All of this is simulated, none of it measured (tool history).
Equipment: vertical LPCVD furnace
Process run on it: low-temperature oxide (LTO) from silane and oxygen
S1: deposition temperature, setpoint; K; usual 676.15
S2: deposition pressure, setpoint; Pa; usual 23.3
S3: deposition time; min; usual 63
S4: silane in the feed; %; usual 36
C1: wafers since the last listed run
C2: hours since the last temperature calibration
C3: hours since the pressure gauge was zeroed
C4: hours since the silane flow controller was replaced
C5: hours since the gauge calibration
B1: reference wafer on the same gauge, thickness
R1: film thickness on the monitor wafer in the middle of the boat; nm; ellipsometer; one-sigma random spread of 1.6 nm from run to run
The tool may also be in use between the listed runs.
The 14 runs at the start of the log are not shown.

run	hour	S1	S2	S3	S4	C1	C2	C3	C4	C5	B1	R1
15	668.6	676.15	23.3	63	36	1042	3969.8	3147.7	5610	1525.3	312.47	399.76
# hour 714.8: thermocouples replaced and temperature profile calibrated
16	725.1	676.15	23.3	63	36	558	10.3	3204.2	5666.5	1581.8	313.33	395.86
# hour 726.8: gauge calibrated
# hour 765.4: silane flow controller replaced
17	792.3	676.15	18.7	44.5	32	742	77.5	3271.4	26.9	65.5	312.52	193.7
18	854.8	684.15	18	55.5	38	1074	140	3333.9	89.4	128	312.74	319.51
# hour 919.6: pressure gauge zeroed
19	920.1	676.15	23.3	77	33	710	205.3	0.5	154.7	193.3	313.54	413.76
20	983.1	676.15	22	63	36	1083	268.3	63.5	217.7	256.3	313.56	355.32
21	1054.3	676.15	23.3	63	36	1224	339.5	134.7	288.9	327.5	313.74	377.98
22	1215	676.15	23.3	63	36	2763	500.2	295.4	449.6	488.2	312.68	380.39
23	1249.4	683.15	23.3	63	36	591	534.6	329.8	484	522.6	313.39	411.31
24	1288.4	685.15	23.3	63	36	670	573.6	368.8	523	561.6	312.84	418.71
25	1396.9	676.15	23.3	63	36	1866	682.1	477.3	631.5	670.1	312.94	382.63
26	1430.9	676.15	23.3	63	36	584	716.1	511.3	665.5	704.1	313.56	383.87

Predict the results of run 27:
27	1472.3	676.15	23.3	63	41	712	757.5	552.7	706.9	745.5	?	?

{"run 27": {"B1": 312.81, "R1": 450.15}}
With no hidden state in the tool, this same run would have given R1 444.39 nm.
